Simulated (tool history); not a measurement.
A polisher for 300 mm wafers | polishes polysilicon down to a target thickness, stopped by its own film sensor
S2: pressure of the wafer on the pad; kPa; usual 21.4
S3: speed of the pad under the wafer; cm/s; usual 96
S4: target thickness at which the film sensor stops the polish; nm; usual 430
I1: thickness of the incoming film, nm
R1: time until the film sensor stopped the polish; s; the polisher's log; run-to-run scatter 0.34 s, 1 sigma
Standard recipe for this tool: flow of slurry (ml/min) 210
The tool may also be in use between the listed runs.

Run 1, hour 0.0: usual settings but flow of slurry (ml/min) 235, S4 343 nm; I1 849.1. Result: R1 51.6 s.
Run 2, hour 35.5: usual settings but flow of slurry (ml/min) 235, S4 343 nm; I1 841.9. Result: R1 51.0 s.
Run 3, hour 63.3: usual settings but flow of slurry (ml/min) 235, S4 343 nm; I1 833.9. Result: R1 50.4 s.
At hour 80.5: slurry nozzle cleaned.
Run 4, hour 87.9: usual settings; I1 822.2. Result: R1 40.5 s.
At hour 109.4: worn pad replaced by a new one.
Run 5, hour 118.1: usual settings; I1 837.6. Result: R1 40.1 s.
Run 6, hour 141.0: usual settings; I1 823.5. Result: R1 39.5 s.
Run 7, hour 169.2: usual settings; I1 845.3. Result: R1 42.1 s.
Run 8, hour 200.8: usual settings; I1 839.1. Result: R1 41.7 s.
At hour 282.6: worn pad replaced by a new one.
Run 9, hour 283.1: usual settings; I1 840.4. Result: R1 44.1 s.
At hour 296.1: head pressure recalibrated.
Run 10, hour 362.2: usual settings; I1 829.7. Result: R1 45.5 s.
Run 11, hour 424.7: usual settings but S2 26.2 kPa, S3 86 cm/s; I1 840.6. Result: R1 43.5 s.
Run 12, hour 457.2: usual settings but flow of slurry (ml/min) 150, S3 66 cm/s; I1 830.0. Result: R1 69.8 s.
Run 13, hour 477.8: usual settings but flow of slurry (ml/min) 265, S2 26.2 kPa, S3 126 cm/s; I1 841.3. Result: R1 28.6 s.
At hour 516.6: worn pad replaced by a new one, repeated, since the last time left the tool worse.
Run 14, hour 554.4: usual settings but S3 62 cm/s; I1 839.4. Result: R1 62.3 s.
Run 15, hour 587.0: usual settings but S2 17.2 kPa; I1 859.8. Result: R1 53.5 s.
At hour 592.8: slurry nozzle cleaned.
Run 16, hour 629.7: usual settings but S3 128 cm/s, S4 486 nm; I1 837.7. Result: R1 27.0 s.
Run 17, hour 647.9: usual settings; I1 832.8. Result: R1 41.7 s.
Run 18, hour 663.7: usual settings but S2 23.4 kPa, S3 64 cm/s; I1 832.7. Result: R1 56.3 s.
At hour 690.0: worn pad replaced by a new one.
Run 19, hour 742.4: usual settings but S2 17.9 kPa, S3 124 cm/s, S4 393 nm; I1 839.6. Result: R1 41.2 s.
Run 20, hour 844.5: usual settings; I1 835.4. Result: R1 42.2 s.
At hour 897.1: worn pad replaced by a new one.
Run 21, hour 920.8: usual settings but flow of slurry (ml/min) 285, S2 14.5 kPa, S3 70 cm/s, S4 524 nm; I1 844.8. Result: R1 62.9 s.
Run 22, hour 937.3: usual settings but flow of slurry (ml/min) 190, S2 17.9 kPa, S3 70 cm/s; I1 849.7. Result: R1 69.7 s.

Measured less the same run without the tool's hidden state. The same run-to-run variation is in both; the gauge's scatter may not be:
Hidden state present: removal rate lost through wear of the pad, %; slurry flow missing at the pad, %; deviation of the head's pressure from its setpoint, %.
run     R1
  1   +2.7
  2   +3.0
  3   +3.1
  4   +2.6
  5   +0.4
  6   +1.1
  7   +1.7
  8   +2.1
  9   +4.2
 10   +6.3
 11   +6.5
 12  +10.7
 13   +4.5
 14   +1.8
 15   +2.3
 16   +1.5
 17   +2.4
 18   +3.3
 19   +1.8
 20   +2.8
 21   +1.6
 22   +2.4

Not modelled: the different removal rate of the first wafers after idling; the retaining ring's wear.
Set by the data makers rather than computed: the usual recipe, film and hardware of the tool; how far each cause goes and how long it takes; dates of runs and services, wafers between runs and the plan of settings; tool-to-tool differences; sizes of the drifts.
